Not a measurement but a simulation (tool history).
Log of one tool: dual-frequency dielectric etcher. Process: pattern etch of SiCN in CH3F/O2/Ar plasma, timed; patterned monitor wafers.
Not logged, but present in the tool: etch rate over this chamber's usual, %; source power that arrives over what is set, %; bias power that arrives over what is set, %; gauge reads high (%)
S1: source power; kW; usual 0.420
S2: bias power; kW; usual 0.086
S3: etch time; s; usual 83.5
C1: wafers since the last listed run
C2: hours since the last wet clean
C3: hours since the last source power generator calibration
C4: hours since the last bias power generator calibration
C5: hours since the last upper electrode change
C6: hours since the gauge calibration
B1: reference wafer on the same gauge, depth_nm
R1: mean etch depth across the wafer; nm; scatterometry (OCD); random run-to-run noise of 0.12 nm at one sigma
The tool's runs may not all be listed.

run,hour,S1,S2,S3,C1,C2,C3,C4,C5,C6,B1,R1
1,0.0,0.420,0.086,83.5,0,489.2,1592.6,3780.1,3839.1,459.1,31.52,32.60
2,9.2,0.420,0.086,83.5,88,498.4,1601.8,3789.3,3848.3,468.3,31.52,32.70
3,19.7,0.420,0.086,83.5,101,508.9,1612.3,3799.8,3858.8,478.8,31.48,32.85
4,47.6,0.420,0.086,83.5,268,536.8,1640.2,3827.7,3886.7,506.7,31.50,32.99
# hour 56.7: gauge calibrated
# hour 62.4: bias power generator calibrated
5,65.4,0.370,0.086,83.5,132,554.6,1658.0,3.0,3904.5,8.7,31.48,32.16
# hour 95.4: wet clean of the chamber
6,95.9,0.420,0.072,83.5,62,0.5,1688.5,33.5,3935.0,39.2,31.53,29.66
7,96.2,0.420,0.072,83.5,2,0.8,1688.8,33.8,3935.3,39.5,31.53,29.79
8,96.5,0.420,0.072,83.5,2,1.1,1689.1,34.1,3935.6,39.8,31.48,29.75
# hour 114.6: source power generator calibrated
9,120.2,0.420,0.086,64.0,189,24.8,5.6,57.8,3959.3,63.5,31.51,24.08
10,126.6,0.420,0.086,64.0,61,31.2,12.0,64.2,3965.7,69.9,31.52,24.30
# hour 159.0: upper electrode replaced
11,159.5,0.520,0.102,61.0,85,64.1,44.9,97.1,0.5,102.8,31.50,25.51
12,159.8,0.420,0.086,83.5,2,64.4,45.2,97.4,0.8,103.1,31.51,31.68
13,160.4,0.470,0.086,77.0,5,65.0,45.8,98.0,1.4,103.7,31.51,29.83
14,196.1,0.420,0.086,83.5,343,100.7,81.5,133.7,37.1,139.4,31.50,31.91
15,209.1,0.470,0.074,67.0,125,113.7,94.5,146.7,50.1,152.4,31.51,24.92
16,223.9,0.470,0.079,72.5,142,128.5,109.3,161.5,64.9,167.2,31.48,27.64
17,232.3,0.480,0.086,83.5,80,136.9,117.7,169.9,73.3,175.6,31.48,32.79
18,239.6,0.420,0.086,83.5,70,144.2,125.0,177.2,80.6,182.9,31.50,32.19
19,260.6,0.420,0.086,83.5,202,165.2,146.0,198.2,101.6,203.9,31.51,31.77
20,277.8,0.340,0.086,74.5,165,182.4,163.2,215.4,118.8,221.1,31.51,27.55
21,289.7,0.340,0.086,83.5,114,194.3,175.1,227.3,130.7,233.0,31.50,30.84
22,305.5,0.380,0.086,60.5,152,210.1,190.9,243.1,146.5,248.8,31.49,22.81
23,329.6,0.380,0.071,74.0,231,234.2,215.0,267.2,170.6,272.9,31.50,26.28
24,345.3,0.480,0.075,90.5,151,249.9,230.7,282.9,186.3,288.6,31.53,34.37
25,352.2,0.520,0.086,83.5,66,256.8,237.6,289.8,193.2,295.5,31.52,33.38
26,358.4,0.420,0.086,83.5,59,263.0,243.8,296.0,199.4,301.7,31.48,32.25
27,375.0,0.520,0.086,70.0,159,279.6,260.4,312.6,216.0,318.3,31.51,28.11
28,392.3,0.420,0.086,83.5,166,296.9,277.7,329.9,233.3,335.6,31.50,32.27
29,407.1,0.480,0.066,83.5,142,311.7,292.5,344.7,248.1,350.4,31.50,30.72
30,442.5,0.350,0.066,107.0,340,347.1,327.9,380.1,283.5,385.8,31.51,37.10
31,459.8,0.420,0.086,65.5,166,364.4,345.2,397.4,300.8,403.1,31.51,25.40

How would selected steps in R1 from run to run divide? Give the signed amount a tool lacking its hidden state would still show from settings, what came in and random variation, and the signed amount left for the hidden state, including any gauge scatter that is not in both of the compared results.
Run 5 -> 6: S1 0.370 -> 0.420, S2 0.086 -> 0.072, wet clean of the chamber. R1 -2.50 nm: hidden state -1.31, all else -1.19.
Run 21 -> 22: S1 0.340 -> 0.380, S3 83.5 -> 60.5. R1 -8.03 nm: hidden state -0.07, all else -7.96.
Run 23 -> 24: S1 0.380 -> 0.480, S2 0.071 -> 0.075, S3 74.0 -> 90.5. R1 +8.09 nm: hidden state +0.17, all else +7.92.
Run 29 -> 30: S1 0.480 -> 0.350, S3 83.5 -> 107.0. R1 +6.38 nm: hidden state +0.24, all else +6.14.
Run 30 -> 31: S1 0.350 -> 0.420, S2 0.066 -> 0.086, S3 107.0 -> 65.5. R1 -11.70 nm: hidden state -0.25, all else -11.45.

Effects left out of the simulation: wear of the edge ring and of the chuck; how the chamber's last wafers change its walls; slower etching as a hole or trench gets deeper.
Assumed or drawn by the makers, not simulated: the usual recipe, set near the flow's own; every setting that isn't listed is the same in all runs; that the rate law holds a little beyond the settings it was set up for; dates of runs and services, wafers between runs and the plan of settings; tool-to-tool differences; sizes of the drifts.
